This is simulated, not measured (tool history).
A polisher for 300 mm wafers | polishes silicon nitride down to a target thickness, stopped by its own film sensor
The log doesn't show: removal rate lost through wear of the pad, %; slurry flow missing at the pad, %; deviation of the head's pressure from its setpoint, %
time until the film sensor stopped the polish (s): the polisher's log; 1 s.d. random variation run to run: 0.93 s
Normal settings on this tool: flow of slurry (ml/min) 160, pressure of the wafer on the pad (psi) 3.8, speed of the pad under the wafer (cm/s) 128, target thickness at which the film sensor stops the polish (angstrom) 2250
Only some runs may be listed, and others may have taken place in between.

run    hour  flow of slurry (ml/min)  pressure of the wafer on the pad (psi)  speed of the pad under the wafer (cm/s)  target thickness at which the film sensor stops the polish (angstrom)  wafers since the last listed run  wafers polished on this pad  hours since the slurry nozzle was cleaned  hours since the head pressure was calibrated  incoming thickness of the incoming film, nm  time until the film sensor stopped the polish (s)
  1     0.0                      160                                     3.8                                      128                                                                   2250                                 0                         4119                                      538.1                                          79.8                                        434.1                                               84.8
  2    12.1                      160                                     3.8                                      128                                                                   2250                               156                         4276                                      550.2                                          91.9                                        433.6                                               83.3
  3    39.1                      160                                     3.8                                      128                                                                   2250                               350                         4627                                      577.2                                         118.9                                        432.0                                               82.1
       48.9  -- worn pad replaced by a new one
       61.6  -- slurry nozzle cleaned
  4    63.4                      125                                     4.5                                      128                                                                   2250                               250                          175                                        1.8                                         143.2                                        433.4                                               73.4
  5    96.5                      125                                     4.5                                      128                                                                   2250                               429                          604                                       34.9                                         176.3                                        426.3                                               70.7
  6   120.5                      160                                     3.8                                      142                                                                   1970                               311                          915                                       58.9                                         200.3                                        431.3                                               84.8
  7   143.6                      190                                     3.8                                      128                                                                   2250                               299                         1215                                       82.0                                         223.4                                        432.4                                               79.8
  8   161.5                      190                                     3.8                                      128                                                                   2250                               232                         1447                                       99.9                                         241.3                                        433.9                                               79.5
  9   178.7                      190                                     3.8                                      128                                                                   2250                               223                         1671                                      117.1                                         258.5                                        424.7                                               77.0
 10   210.4                      160                                     3.8                                      128                                                                   2250                               411                         2082                                      148.8                                         290.2                                        426.3                                               80.5
 11   244.0                      160                                     3.8                                      128                                                                   2250                               435                         2518                                      182.4                                         323.8                                        429.0                                               81.3
 12   264.3                      160                                     3.8                                      128                                                                   2250                               263                         2781                                      202.7                                         344.1                                        438.5                                               86.5
 13   300.0                      120                                     3.8                                      128                                                                   2250                               463                         3245                                      238.4                                         379.8                                        423.7                                               83.4
 14   325.6                      160                                     3.8                                      150                                                                   2250                               332                         3577                                      264.0                                         405.4                                        429.8                                               72.3
      338.1  -- worn pad replaced by a new one
 15   360.3                      160                                     3.8                                      128                                                                   2570                               398                          288                                      298.7                                         440.1                                        428.0                                               67.1
 16   382.3                      160                                     3.8                                      128                                                                   2250                               285                          573                                      320.7                                         462.1                                        438.9                                               87.4
 17   407.8                      160                                     3.8                                      128                                                                   2250                               330                          904                                      346.2                                         487.6                                        439.8                                               84.0
 18   424.6                      160                                     3.8                                      128                                                                   2250                               217                         1122                                      363.0                                         504.4                                        426.2                                               80.4
 19   440.5                      160                                     3.8                                      128                                                                   2950                               206                         1328                                      378.9                                         520.3                                        433.6                                               54.7
 20   476.2                      160                                     3.8                                      128                                                                   2250                               463                         1792                                      414.6                                         556.0                                        430.0                                               81.5
      492.7  -- head pressure recalibrated
 21   511.4                      160                                     4.7                                      156                                                                   2000                               430                         2222                                      449.8                                          18.7                                        434.5                                               65.0
      588.3  -- slurry nozzle cleaned
 22   603.3                      160                                     3.8                                      108                                                                   2250                              1179                         3402                                       15.0                                         110.6                                        430.0                                               92.9
 23   701.2                      160                                     3.8                                      128                                                                   2000                              1270                         4672                                      112.9                                         208.5                                        430.2                                               91.2
      708.1  -- worn pad replaced by a new one
 24   774.9                      185                                     3.8                                      128                                                                   2490                               904                          866                                      186.6                                         282.2                                        434.2                                               71.7
 25   803.1                      160                                     3.2                                      128                                                                   2250                               365                         1232                                      214.8                                         310.4                                        433.9                                               98.2
 26   830.8                      160                                     3.8                                      128                                                                   2250                               359                         1592                                      242.5                                         338.1                                        433.5                                               82.3
 27   848.4                      115                                     4.6                                      128                                                                   2610                               228                         1820                                      260.1                                         355.7                                        430.6                                               60.0
 28   870.1                      185                                     3.8                                      128                                                                   2490                               281                         2102                                      281.8                                         377.4                                        433.2                                               70.9
 29   893.8                      160                                     2.8                                      128                                                                   1680                               307                         2409                                      305.5                                         401.1                                        426.2                                              137.7
 30   909.8                      115                                     3.8                                      128                                                                   2690                               207                         2617                                      321.5                                         417.1                                        429.5                                               68.9
 31   940.5                      110                                     3.8                                      102                                                                   2250                               398                         3015                                      352.2                                         447.8                                        425.0                                              102.6
 32   973.1                      160                                     4.7                                      128                                                                   1610                               422                         3438                                      384.8                                         480.4                                        434.8                                               87.7
 33  1008.8                      210                                     3.1                                      168                                                                   1780                               463                         3901                                      420.5                                         516.1                                        426.4                                               92.9
 34  1032.6                      160                                     3.8                                      128                                                                   2250                               308                         4210                                      444.3                                         539.9                                        426.0                                               78.4
     1054.2  -- worn pad replaced by a new one
 35  1060.4                      160                                     3.8                                      128                                                                   1560                               308                           80                                      472.1                                         567.7                                        433.4                                              111.4
 36  1095.6                      180                                     3.8                                       92                                                                   2250                               456                          536                                      507.3                                         602.9                                        432.0                                              106.6

5 options for the next run, each taken on its own from the tool as it stands now. Forecast them:
  A  1096.0                      160                                     3.8                                      128                                                                   2250                                 5                          541                                      507.7                                         603.3                                        421.5                                                  ?
  B  1096.0                      135                                     3.8                                      128                                                                   2250                                 5                          541                                      507.7                                         603.3                                        421.5                                                  ?
  C  1096.0                      160                                     4.6                                      128                                                                   1700                                 5                          541                                      507.7                                         603.3                                        421.5                                                  ?
  D  1096.0                      145                                     2.8                                      108                                                                   2630                                 5                          541                                      507.7                                         603.3                                        421.5                                                  ?
  E  1096.0                      215                                     3.8                                      110                                                                   2250                                 5                          541                                      507.7                                         603.3                                        421.5                                                  ?

run  time until the film sensor stopped the polish (s)
  A                                               77.2
  B                                               79.8
  C                                               81.6
  D                                               98.7
  E                                               83.3
With the hidden condition removed and each run's random variation left untouched, the same runs would have given:
run  time until the film sensor stopped the polish (s)
  A                                               77.2
  B                                               79.8
  C                                               81.6
  D                                               98.7
  E                                               83.3
